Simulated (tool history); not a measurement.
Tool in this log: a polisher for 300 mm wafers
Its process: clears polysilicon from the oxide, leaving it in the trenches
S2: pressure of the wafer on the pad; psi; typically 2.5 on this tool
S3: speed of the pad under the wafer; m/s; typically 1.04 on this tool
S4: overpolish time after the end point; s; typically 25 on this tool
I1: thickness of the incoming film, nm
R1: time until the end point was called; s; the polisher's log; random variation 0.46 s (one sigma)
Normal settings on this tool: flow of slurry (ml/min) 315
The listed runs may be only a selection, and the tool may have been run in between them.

{"run": 1, "hour": 0.0, "flow of slurry (ml/min)": 315, "S2": 2.2, "S3": 1.04, "S4": 25, "I1": 774.9, "R1": 55.1}
{"run": 2, "hour": 22.9, "flow of slurry (ml/min)": 315, "S2": 2.2, "S3": 1.04, "S4": 25, "I1": 764.7, "R1": 54.4}
{"run": 3, "hour": 49.4, "flow of slurry (ml/min)": 315, "S2": 2.2, "S3": 1.04, "S4": 25, "I1": 766, "R1": 55}
{"hour": 86.5, "done": "worn pad replaced by a new one"}
{"run": 4, "hour": 87.0, "flow of slurry (ml/min)": 315, "S2": 2.8, "S3": 1.04, "S4": 25, "I1": 768.5, "R1": 42.8}
{"run": 5, "hour": 150.7, "flow of slurry (ml/min)": 315, "S2": 2.8, "S3": 1.04, "S4": 25, "I1": 773, "R1": 42.7}
{"run": 6, "hour": 175.1, "flow of slurry (ml/min)": 315, "S2": 2.5, "S3": 1.04, "S4": 25, "I1": 761.6, "R1": 47.1}
{"hour": 190.4, "done": "worn pad replaced by a new one"}
{"run": 7, "hour": 260.3, "flow of slurry (ml/min)": 315, "S2": 2.5, "S3": 1.04, "S4": 25, "I1": 760.8, "R1": 47.5}
{"run": 8, "hour": 292.8, "flow of slurry (ml/min)": 315, "S2": 2.5, "S3": 1.04, "S4": 25, "I1": 776.8, "R1": 48.9}
{"hour": 308.7, "done": "worn pad replaced by a new one"}
{"hour": 333.3, "done": "slurry nozzle cleaned"}
{"run": 9, "hour": 371.2, "flow of slurry (ml/min)": 205, "S2": 2.9, "S3": 1.14, "S4": 40, "I1": 767.1, "R1": 39}
{"hour": 379.4, "done": "head pressure recalibrated"}
{"run": 10, "hour": 403.5, "flow of slurry (ml/min)": 315, "S2": 2.5, "S3": 1.24, "S4": 25, "I1": 776.8, "R1": 45.6}
{"hour": 422.1, "done": "worn pad replaced by a new one"}
{"run": 11, "hour": 422.9, "flow of slurry (ml/min)": 315, "S2": 2.5, "S3": 1.04, "S4": 30, "I1": 772.8, "R1": 51}
{"run": 12, "hour": 444.9, "flow of slurry (ml/min)": 315, "S2": 2.5, "S3": 1.04, "S4": 25, "I1": 764.6, "R1": 50.2}
{"run": 13, "hour": 480.5, "flow of slurry (ml/min)": 315, "S2": 3.3, "S3": 0.78, "S4": 16, "I1": 770.8, "R1": 46.9}
{"hour": 513.5, "done": "worn pad replaced by a new one"}
{"run": 14, "hour": 514.6, "flow of slurry (ml/min)": 380, "S2": 2.5, "S3": 0.76, "S4": 25, "I1": 766.3, "R1": 60.9}
{"run": 15, "hour": 531.5, "flow of slurry (ml/min)": 410, "S2": 2.5, "S3": 1.04, "S4": 25, "I1": 773.4, "R1": 49.7}

5 options for the next run, each taken on its own from the tool as it stands now. Forecast them:
{"run": "A", "hour": 532.0, "flow of slurry (ml/min)": 360, "S2": 2.5, "S3": 1.04, "S4": 25, "I1": 771.4, "R1": "?"}
{"run": "B", "hour": 532.0, "flow of slurry (ml/min)": 315, "S2": 2.9, "S3": 1.32, "S4": 25, "I1": 771.4, "R1": "?"}
{"run": "C", "hour": 532.0, "flow of slurry (ml/min)": 410, "S2": 2.9, "S3": 1.18, "S4": 19, "I1": 771.4, "R1": "?"}
{"run": "D", "hour": 532.0, "flow of slurry (ml/min)": 230, "S2": 2.2, "S3": 0.84, "S4": 35, "I1": 771.4, "R1": "?"}
{"run": "E", "hour": 532.0, "flow of slurry (ml/min)": 380, "S2": 2.5, "S3": 1.04, "S4": 19, "I1": 771.4, "R1": "?"}

run=A R1=50.9
run=B R1=37
run=C R1=39.7
run=D R1=69.2
run=E R1=50.7
Take away the tool's hidden state, keep each run's random variation, and the runs would have read:
run=A R1=50.7
run=B R1=36.9
run=C R1=39.6
run=D R1=68.7
run=E R1=50.5
